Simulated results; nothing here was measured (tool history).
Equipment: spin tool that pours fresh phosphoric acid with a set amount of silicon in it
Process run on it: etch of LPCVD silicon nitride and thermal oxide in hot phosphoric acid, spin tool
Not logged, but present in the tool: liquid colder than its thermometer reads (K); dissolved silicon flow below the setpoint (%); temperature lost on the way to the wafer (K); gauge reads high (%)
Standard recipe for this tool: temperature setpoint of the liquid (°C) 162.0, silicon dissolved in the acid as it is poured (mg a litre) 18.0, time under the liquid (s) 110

run	hour	temperature setpoint of the liquid (°C)	silicon dissolved in the acid as it is poured (mg a litre)	time under the liquid (s)	wafers since the last listed run	hours since the thermometer was replaced	hours since the dissolved silicon flow meter was replaced	hours since the heated supply line was repaired	hours since the gauge calibration	read-back film thickness of the LPCVD silicon nitride reference wafer, read on the same gauge (nm)	thickness taken off the LPCVD silicon nitride on a monitor wafer (nm)
1	0.0	162.0	18.0	110	0	2249.2	1721.2	1949.5	126.5	70.01	9.25
2	31.5	162.0	18.0	110	277	2280.7	1752.7	1981.0	158.0	70.00	9.22
3	61.3	162.0	18.0	110	262	2310.5	1782.5	2010.8	187.8	70.01	9.23
4	76.8	162.0	18.0	110	136	2326.0	1798.0	2026.3	203.3	70.01	9.14
5	99.5	162.0	18.0	110	200	2348.7	1820.7	2049.0	226.0	69.97	9.25
6	122.7	162.0	18.0	110	204	2371.9	1843.9	2072.2	249.2	69.97	9.16
# hour 133.7: gauge calibrated
# hour 147.9: dissolved silicon flow meter replaced
7	152.1	162.0	18.0	110	250	2401.3	4.2	2101.6	18.4	69.99	9.22
# hour 164.5: thermometer replaced
8	171.6	162.0	18.0	110	163	7.1	23.7	2121.1	37.9	70.00	9.82
9	198.8	161.0	12.5	110	239	34.3	50.9	2148.3	65.1	69.99	9.57
10	210.9	161.0	6.5	55	106	46.4	63.0	2160.4	77.2	70.00	4.77
11	233.1	163.0	23.0	155	195	68.6	85.2	2182.6	99.4	69.99	14.37
12	268.3	162.0	18.0	45	310	103.8	120.4	2217.8	134.6	70.00	4.04
13	287.1	162.0	18.0	170	165	122.6	139.2	2236.6	153.4	70.00	15.17
# hour 321.6: heated supply line repaired
# hour 349.6: gauge calibrated
14	378.4	162.0	18.0	110	795	213.9	230.5	56.8	28.8	69.99	9.80
15	395.4	163.5	27.0	60	149	230.9	247.5	73.8	45.8	70.00	5.63
16	425.4	162.0	18.0	110	264	260.9	277.5	103.8	75.8	70.00	9.87

4 options for the next run, each taken on its own from the tool as it stands now. Forecast them:
A	425.8	162.0	8.5	110	3	261.3	277.9	104.2	76.2	?	?
B	425.8	161.0	26.0	175	3	261.3	277.9	104.2	76.2	?	?
C	425.8	159.5	23.5	65	3	261.3	277.9	104.2	76.2	?	?
D	425.8	164.5	22.5	80	3	261.3	277.9	104.2	76.2	?	?

run	read-back film thickness of the LPCVD silicon nitride reference wafer, read on the same gauge (nm)	thickness taken off the LPCVD silicon nitride on a monitor wafer (nm)
A	70.01	9.79
B	70.01	15.06
C	70.01	5.32
D	70.01	7.74
With the hidden condition removed and each run's random variation left untouched, the same runs would have given:
run	thickness taken off the LPCVD silicon nitride on a monitor wafer (nm)
A	9.95
B	15.31
C	5.41
D	7.86

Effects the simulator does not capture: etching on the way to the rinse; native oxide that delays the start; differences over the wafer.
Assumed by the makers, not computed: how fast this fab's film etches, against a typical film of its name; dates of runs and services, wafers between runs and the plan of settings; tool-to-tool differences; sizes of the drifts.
